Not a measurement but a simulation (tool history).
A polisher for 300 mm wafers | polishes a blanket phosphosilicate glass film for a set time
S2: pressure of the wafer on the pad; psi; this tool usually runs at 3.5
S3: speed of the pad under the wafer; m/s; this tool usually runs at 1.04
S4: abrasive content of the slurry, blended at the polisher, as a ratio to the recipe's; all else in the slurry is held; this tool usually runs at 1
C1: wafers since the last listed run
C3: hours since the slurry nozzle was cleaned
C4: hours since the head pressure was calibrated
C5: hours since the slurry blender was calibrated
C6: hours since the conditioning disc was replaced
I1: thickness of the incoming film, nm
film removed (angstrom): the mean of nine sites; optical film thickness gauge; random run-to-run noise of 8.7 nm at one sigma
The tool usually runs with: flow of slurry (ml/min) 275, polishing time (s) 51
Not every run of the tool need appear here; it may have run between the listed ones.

Run 1, hour 0: usual settings but S2 4.1 psi; C1 0; wafers polished on this pad 2401; C3 431.8; C4 366.8; C5 291; C6 162.8; I1 4590.6. Result: film removed (angstrom) 6419.
At hour 35.4: slurry blender recalibrated.
Run 2, hour 58.7: usual settings but S2 4.1 psi; C1 470; wafers polished on this pad 2871; C3 490.5; C4 425.5; C5 23.3; C6 221.5; I1 4710.3. Result: film removed (angstrom) 6986.
At hour 64.7: worn pad replaced by a new one.
Run 3, hour 122.3: usual settings; C1 494; wafers polished on this pad 477; C3 554.1; C4 489.1; C5 86.9; C6 285.1; I1 4589.2. Result: film removed (angstrom) 5838.
At hour 191.3: conditioning disc replaced and pad reconditioned.
Run 4, hour 214.8: usual settings; C1 750; wafers polished on this pad 1227; C3 646.6; C4 581.6; C5 179.4; C6 23.5; I1 4597.9. Result: film removed (angstrom) 5588.
Run 5, hour 316.1: usual settings; C1 839; wafers polished on this pad 2067; C3 747.9; C4 682.9; C5 280.7; C6 124.8; I1 4626.1. Result: film removed (angstrom) 5609.
At hour 345.5: worn pad replaced by a new one.
Run 6, hour 373.8: usual settings; C1 445; wafers polished on this pad 234; C3 805.6; C4 740.6; C5 338.4; C6 182.5; I1 4690. Result: film removed (angstrom) 5488.
At hour 391: slurry blender recalibrated.
At hour 394.2: slurry nozzle cleaned.
Run 7, hour 459.8: usual settings; C1 688; wafers polished on this pad 922; C3 65.6; C4 826.6; C5 68.8; C6 268.5; I1 4602.6. Result: film removed (angstrom) 5864.
Run 8, hour 502.7: usual settings; C1 355; wafers polished on this pad 1278; C3 108.5; C4 869.5; C5 111.7; C6 311.4; I1 4613.1. Result: film removed (angstrom) 5868.
At hour 528.6: head pressure recalibrated.
At hour 563: conditioning disc replaced and pad reconditioned.
Run 9, hour 602.1: usual settings; C1 790; wafers polished on this pad 2068; C3 207.9; C4 73.5; C5 211.1; C6 39.1; I1 4690.8. Result: film removed (angstrom) 5733.
Run 10, hour 696.7: usual settings but S3 0.78 m/s; C1 784; wafers polished on this pad 2853; C3 302.5; C4 168.1; C5 305.7; C6 133.7; I1 4632.5. Result: film removed (angstrom) 4454.
At hour 700.9: worn pad replaced by a new one.
At hour 722.2: slurry blender recalibrated.
Run 11, hour 738.4: usual settings but S2 4 psi, polishing time (s) 45; C1 295; wafers polished on this pad 293; C3 344.2; C4 209.8; C5 16.2; C6 175.4; I1 4555.7. Result: film removed (angstrom) 5950.
Run 12, hour 826.7: usual settings; C1 731; wafers polished on this pad 1025; C3 432.5; C4 298.1; C5 104.5; C6 263.7; I1 4636. Result: film removed (angstrom) 5636.
At hour 883.5: conditioning disc replaced and pad reconditioned.
Run 13, hour 914.1: usual settings but flow of slurry (ml/min) 330, S2 3 psi, S3 0.82 m/s; C1 707; wafers polished on this pad 1733; C3 519.9; C4 385.5; C5 191.9; C6 30.6; I1 4608. Result: film removed (angstrom) 4132.
Run 14, hour 992: usual settings; C1 645; wafers polished on this pad 2379; C3 597.8; C4 463.4; C5 269.8; C6 108.5; I1 4603.3. Result: film removed (angstrom) 5755.
At hour 1024.7: slurry blender recalibrated.
At hour 1039.5: worn pad replaced by a new one.
Run 15, hour 1076.4: usual settings; C1 649; wafers polished on this pad 306; C3 682.2; C4 547.8; C5 51.7; C6 192.9; I1 4648.8. Result: film removed (angstrom) 5797.
Run 16, hour 1139.3: usual settings but polishing time (s) 64; C1 521; wafers polished on this pad 827; C3 745.1; C4 610.7; C5 114.6; C6 255.8; I1 4615.4. Result: film removed (angstrom) 7253.
At hour 1191.5: slurry nozzle cleaned.
At hour 1210.9: conditioning disc replaced and pad reconditioned.
Run 17, hour 1234: usual settings but S2 2.7 psi; C1 760; wafers polished on this pad 1587; C3 42.5; C4 705.4; C5 209.3; C6 23.1; I1 4585.7. Result: film removed (angstrom) 4354.
Run 18, hour 1326.3: usual settings but S2 2.4 psi; C1 765; wafers polished on this pad 2352; C3 134.8; C4 797.7; C5 301.6; C6 115.4; I1 4602.6. Result: film removed (angstrom) 3742.
At hour 1359: slurry blender recalibrated.
Run 19, hour 1373.5: usual settings but S2 2.7 psi; C1 374; wafers polished on this pad 2727; C3 182; C4 844.9; C5 14.5; C6 162.6; I1 4552. Result: film removed (angstrom) 4685.
At hour 1395.6: worn pad replaced by a new one.
Run 20, hour 1419: usual settings but flow of slurry (ml/min) 305, S2 2.7 psi, S4 1.1; C1 344; wafers polished on this pad 193; C3 227.5; C4 890.4; C5 60; C6 208.1; I1 4589.4. Result: film removed (angstrom) 4653.
Run 21, hour 1463.2: usual settings but S2 3.9 psi; C1 366; wafers polished on this pad 560; C3 271.7; C4 934.6; C5 104.2; C6 252.3; I1 4625.1. Result: film removed (angstrom) 6463.
At hour 1529.9: head pressure recalibrated.
At hour 1539.1: conditioning disc replaced and pad reconditioned.
Run 22, hour 1560.3: usual settings but S4 1.3; C1 771; wafers polished on this pad 1331; C3 368.8; C4 30.4; C5 201.3; C6 21.2; I1 4677.4. Result: film removed (angstrom) 6410.
Run 23, hour 1599.1: usual settings but S2 2.5 psi, S3 1.32 m/s, polishing time (s) 40; C1 321; wafers polished on this pad 1653; C3 407.6; C4 69.2; C5 240.1; C6 60; I1 4712. Result: film removed (angstrom) 3845.

Here are 5 independent what-if runs from the current tool condition. What would each one return?
Run A, hour 1599.5: usual settings; C1 3; wafers polished on this pad 1656; C3 408; C4 69.6; C5 240.5; C6 60.4; I1 4600.3. Result: film removed (angstrom) ?.
Run B, hour 1599.5: usual settings but S2 2.3 psi; C1 3; wafers polished on this pad 1656; C3 408; C4 69.6; C5 240.5; C6 60.4; I1 4600.3. Result: film removed (angstrom) ?.
Run C, hour 1599.5: usual settings but S2 4.2 psi, polishing time (s) 61; C1 3; wafers polished on this pad 1656; C3 408; C4 69.6; C5 240.5; C6 60.4; I1 4600.3. Result: film removed (angstrom) ?.
Run D, hour 1599.5: usual settings but S2 2.9 psi, S4 0.9, polishing time (s) 37; C1 3; wafers polished on this pad 1656; C3 408; C4 69.6; C5 240.5; C6 60.4; I1 4600.3. Result: film removed (angstrom) ?.
Run E, hour 1599.5: usual settings but flow of slurry (ml/min) 365, S4 0.75; C1 3; wafers polished on this pad 1656; C3 408; C4 69.6; C5 240.5; C6 60.4; I1 4600.3. Result: film removed (angstrom) ?.

run  film removed (angstrom)
  A                     5573
  B                     3662
  C                     7999
  D                     3199
  E                     5020
The same runs, with their run-to-run variation unchanged, on a tool lacking any hidden condition would have given:
run  film removed (angstrom)
  A                     5905
  B                     3881
  C                     8476
  D                     3399
  E                     5361
